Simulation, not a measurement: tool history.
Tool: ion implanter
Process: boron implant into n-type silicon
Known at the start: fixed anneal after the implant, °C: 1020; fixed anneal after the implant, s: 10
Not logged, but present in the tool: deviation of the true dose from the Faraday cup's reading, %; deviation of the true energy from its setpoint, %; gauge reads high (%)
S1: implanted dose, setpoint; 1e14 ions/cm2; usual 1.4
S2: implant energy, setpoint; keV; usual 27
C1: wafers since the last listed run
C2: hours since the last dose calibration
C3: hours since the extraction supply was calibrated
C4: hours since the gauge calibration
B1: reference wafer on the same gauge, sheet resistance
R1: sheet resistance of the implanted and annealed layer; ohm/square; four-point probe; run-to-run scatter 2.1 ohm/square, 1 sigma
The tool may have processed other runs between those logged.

Run 1, hour 0: usual settings; C1 0; C2 176.4; C3 5270.5; C4 1788.1; B1 560.56. Result: R1 541.19 ohm/square.
Run 2, hour 84: usual settings; C1 1091; C2 260.4; C3 5354.5; C4 1872.1; B1 561.73. Result: R1 541.41 ohm/square.
Run 3, hour 171.1: usual settings but S2 34 keV; C1 1132; C2 347.5; C3 5441.6; C4 1959.2; B1 560.77. Result: R1 526.9 ohm/square.
Run 4, hour 274.3: usual settings; C1 1341; C2 450.7; C3 5544.8; C4 2062.4; B1 561.02. Result: R1 550.02 ohm/square.
Run 5, hour 364.1: usual settings; C1 1167; C2 540.5; C3 5634.6; C4 2152.2; B1 560.73. Result: R1 555.76 ohm/square.
Run 6, hour 434.2: usual settings but S1 1.16 1e14 ions/cm2; C1 911; C2 610.6; C3 5704.7; C4 2222.3; B1 561.2. Result: R1 632.86 ohm/square.
Run 7, hour 512.2: usual settings but S1 1.16 1e14 ions/cm2; C1 1013; C2 688.6; C3 5782.7; C4 2300.3; B1 559.79. Result: R1 637.79 ohm/square.
At hour 561.6: Faraday cup replaced and dose calibrated.
Run 8, hour 589.7: usual settings but S1 1.16 1e14 ions/cm2; C1 903; C2 28.1; C3 5860.2; C4 2377.8; B1 560.14. Result: R1 613.49 ohm/square.
At hour 625.5: gauge calibrated.
Run 9, hour 642.9: usual settings but S1 1.64 1e14 ions/cm2; C1 691; C2 81.3; C3 5913.4; C4 17.4; B1 560.82. Result: R1 474.71 ohm/square.
Run 10, hour 697.9: usual settings but S1 1.64 1e14 ions/cm2; C1 714; C2 136.3; C3 5968.4; C4 72.4; B1 561.41. Result: R1 473.87 ohm/square.
Run 11, hour 759.6: usual settings but S1 1.64 1e14 ions/cm2; C1 802; C2 198; C3 6030.1; C4 134.1; B1 561.32. Result: R1 480.67 ohm/square.
Run 12, hour 820.2: usual settings; C1 787; C2 258.6; C3 6090.7; C4 194.7; B1 560.67. Result: R1 544.18 ohm/square.
Run 13, hour 901.1: usual settings; C1 1051; C2 339.5; C3 6171.6; C4 275.6; B1 561.12. Result: R1 545.51 ohm/square.
Run 14, hour 951.2: usual settings; C1 651; C2 389.6; C3 6221.7; C4 325.7; B1 561.1. Result: R1 545.06 ohm/square.
Run 15, hour 993.4: usual settings but S1 1.63 1e14 ions/cm2; C1 548; C2 431.8; C3 6263.9; C4 367.9; B1 560.91. Result: R1 489.81 ohm/square.
Run 16, hour 1053.7: usual settings but S1 1.07 1e14 ions/cm2; C1 783; C2 492.1; C3 6324.2; C4 428.2; B1 560.08. Result: R1 669.41 ohm/square.
Run 17, hour 1120.7: usual settings but S1 1.21 1e14 ions/cm2, S2 35 keV; C1 870; C2 559.1; C3 6391.2; C4 495.2; B1 561.93. Result: R1 583.37 ohm/square.
At hour 1216.2: Faraday cup replaced and dose calibrated.
Run 18, hour 1301.8: usual settings; C1 2250; C2 85.6; C3 6572.3; C4 676.3; B1 560.57. Result: R1 535.33 ohm/square.
At hour 1320.4: extraction supply calibrated.
Run 19, hour 1388.8: usual settings but S1 1.17 1e14 ions/cm2, S2 19.5 keV; C1 1026; C2 172.6; C3 68.4; C4 763.3; B1 561.18. Result: R1 654.56 ohm/square.
Run 20, hour 1458.3: usual settings but S1 1.81 1e14 ions/cm2, S2 31.5 keV; C1 903; C2 242.1; C3 137.9; C4 832.8; B1 561.16. Result: R1 432.35 ohm/square.
Run 21, hour 1498.4: usual settings but S1 1.16 1e14 ions/cm2, S2 30.5 keV; C1 521; C2 282.2; C3 178; C4 872.9; B1 561.31. Result: R1 611.49 ohm/square.
Run 22, hour 1563.1: usual settings; C1 841; C2 346.9; C3 242.7; C4 937.6; B1 560.78. Result: R1 545.23 ohm/square.
Run 23, hour 1626.9: usual settings; C1 829; C2 410.7; C3 306.5; C4 1001.4; B1 561.18. Result: R1 544.54 ohm/square.
Run 24, hour 1715.1: usual settings; C1 1146; C2 498.9; C3 394.7; C4 1089.6; B1 561.8. Result: R1 541.92 ohm/square.
Run 25, hour 1756.4: usual settings but S2 31.5 keV; C1 536; C2 540.2; C3 436; C4 1130.9; B1 560.43. Result: R1 532 ohm/square.
Run 26, hour 1859.3: usual settings but S1 1.14 1e14 ions/cm2, S2 35.5 keV; C1 1337; C2 643.1; C3 538.9; C4 1233.8; B1 560.2. Result: R1 608.16 ohm/square.
Run 27, hour 1910.8: usual settings but S1 1.58 1e14 ions/cm2, S2 33 keV; C1 669; C2 694.6; C3 590.4; C4 1285.3; B1 560.98. Result: R1 483.27 ohm/square.
At hour 1922.8: Faraday cup replaced and dose calibrated.
Run 28, hour 2004.1: usual settings; C1 1108; C2 81.3; C3 683.7; C4 1378.6; B1 560. Result: R1 531.37 ohm/square.
Run 29, hour 2107: usual settings; C1 1337; C2 184.2; C3 786.6; C4 1481.5; B1 561.5. Result: R1 540.85 ohm/square.

For run 30, what comes out?
Run 30, hour 2209.8: usual settings but S1 1.09 1e14 ions/cm2, S2 20.5 keV; C1 1336; C2 287; C3 889.4; C4 1584.3; B1 ?. Result: R1 ?.

Run 30 yielded B1 560.97, R1 691.56 ohm/square.
With the hidden condition absent and the run-to-run variation left alone, this run would have shown R1 669.51 ohm/square.
